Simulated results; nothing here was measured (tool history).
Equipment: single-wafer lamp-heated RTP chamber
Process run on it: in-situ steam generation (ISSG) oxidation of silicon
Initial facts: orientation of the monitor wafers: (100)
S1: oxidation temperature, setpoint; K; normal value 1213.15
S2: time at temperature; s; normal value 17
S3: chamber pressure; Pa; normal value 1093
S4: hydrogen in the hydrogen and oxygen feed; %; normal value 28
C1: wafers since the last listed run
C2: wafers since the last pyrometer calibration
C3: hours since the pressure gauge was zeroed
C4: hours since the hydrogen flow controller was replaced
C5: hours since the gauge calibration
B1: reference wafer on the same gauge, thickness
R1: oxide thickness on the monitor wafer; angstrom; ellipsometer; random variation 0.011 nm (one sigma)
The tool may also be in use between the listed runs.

run 1 hour=0.0 | S1=1213.15 S2=17 S3=1093 S4=28 | C1=0 C2=4835 C3=5068.7 C4=3842.9 C5=98.1 | B1=5.372 | R1=46.80
run 2 hour=19.0 | S1=1213.15 S2=17 S3=1093 S4=28 | C1=125 C2=4961 C3=5087.7 C4=3861.9 C5=117.1 | B1=5.372 | R1=47.19
run 3 hour=39.0 | S1=1213.15 S2=17 S3=1093 S4=20 | C1=132 C2=5093 C3=5107.7 C4=3881.9 C5=137.1 | B1=5.367 | R1=43.23
run 4 hour=62.1 | S1=1213.15 S2=17 S3=1093 S4=20 | C1=152 C2=5246 C3=5130.8 C4=3905.0 C5=160.2 | B1=5.370 | R1=43.21
run 5 hour=91.4 | S1=1213.15 S2=17 S3=1093 S4=20 | C1=193 C2=5440 C3=5160.1 C4=3934.3 C5=189.5 | B1=5.366 | R1=43.20
run 6 hour=121.9 | S1=1213.15 S2=21 S3=1093 S4=28 | C1=201 C2=5642 C3=5190.6 C4=3964.8 C5=220.0 | B1=5.370 | R1=50.79
run 7 hour=156.3 | S1=1213.15 S2=17 S3=1093 S4=23 | C1=227 C2=5870 C3=5225.0 C4=3999.2 C5=254.4 | B1=5.377 | R1=44.53
run 8 hour=168.5 | S1=1213.15 S2=17 S3=1093 S4=23 | C1=80 C2=5950 C3=5237.2 C4=4011.4 C5=266.6 | B1=5.374 | R1=44.70
-- hour=185.3 pressure gauge zeroed
run 9 hour=189.9 | S1=1213.15 S2=17 S3=1093 S4=23 | C1=88 C2=6039 C3=4.6 C4=4032.8 C5=288.0 | B1=5.368 | R1=44.71
run 10 hour=212.2 | S1=1213.15 S2=17 S3=1093 S4=28 | C1=147 C2=6187 C3=26.9 C4=4055.1 C5=310.3 | B1=5.373 | R1=47.02
-- hour=224.0 pyrometer window cleaned and pyrometer calibrated
run 11 hour=228.5 | S1=1213.15 S2=14 S3=1093 S4=28 | C1=54 C2=29 C3=43.2 C4=4071.4 C5=326.6 | B1=5.368 | R1=42.72
-- hour=251.0 hydrogen flow controller replaced
run 12 hour=262.3 | S1=1207.15 S2=13 S3=1240 S4=23 | C1=170 C2=200 C3=77.0 C4=11.3 C5=360.4 | B1=5.367 | R1=38.50
-- hour=266.0 gauge calibrated
run 13 hour=296.5 | S1=1225.15 S2=23 S3=1093 S4=22 | C1=226 C2=426 C3=111.2 C4=45.5 C5=30.5 | B1=5.369 | R1=50.69
run 14 hour=317.8 | S1=1213.15 S2=17 S3=1093 S4=28 | C1=140 C2=567 C3=132.5 C4=66.8 C5=51.8 | B1=5.364 | R1=46.00
run 15 hour=332.2 | S1=1220.15 S2=21 S3=1253 S4=32 | C1=95 C2=662 C3=146.9 C4=81.2 C5=66.2 | B1=5.375 | R1=51.78
run 16 hour=360.8 | S1=1213.15 S2=17 S3=1187 S4=28 | C1=189 C2=852 C3=175.5 C4=109.8 C5=94.8 | B1=5.373 | R1=45.77
run 17 hour=389.3 | S1=1213.15 S2=17 S3=1093 S4=28 | C1=188 C2=1040 C3=204.0 C4=138.3 C5=123.3 | B1=5.365 | R1=46.14
run 18 hour=414.5 | S1=1229.15 S2=17 S3=1093 S4=28 | C1=166 C2=1207 C3=229.2 C4=163.5 C5=148.5 | B1=5.368 | R1=48.56
run 19 hour=440.4 | S1=1195.15 S2=17 S3=1093 S4=28 | C1=171 C2=1378 C3=255.1 C4=189.4 C5=174.4 | B1=5.375 | R1=44.20
run 20 hour=460.1 | S1=1219.15 S2=17 S3=1040 S4=32 | C1=130 C2=1509 C3=274.8 C4=209.1 C5=194.1 | B1=5.370 | R1=48.92

Take each entry between the runs: how does the hidden state at the last listed run before it differ from the hidden state at the first listed run after it?
Run 8 -> run 9: pressure gauge zeroed (hour 185.3)
  true wafer temperature minus pyrometer reading, K: 10.8 -> 10.9
  measured result minus the result with no hidden state, R1: +1.31 -> +1.31 angstrom
Run 10 -> run 11: pyrometer window cleaned and pyrometer calibrated (hour 224.0)
  true wafer temperature minus pyrometer reading, K: 10.9 -> 0.387
  measured result minus the result with no hidden state, R1: +1.39 -> +0.04 angstrom
Run 11 -> run 12: hydrogen flow controller replaced (hour 251.0)
  true wafer temperature minus pyrometer reading, K: 0.387 -> 1.35
  measured result minus the result with no hidden state, R1: +0.04 -> +0.12 angstrom
Run 12 -> run 13: gauge calibrated (hour 266.0)
  true wafer temperature minus pyrometer reading, K: 1.35 -> 2.23
  measured result minus the result with no hidden state, R1: +0.12 -> +0.36 angstrom
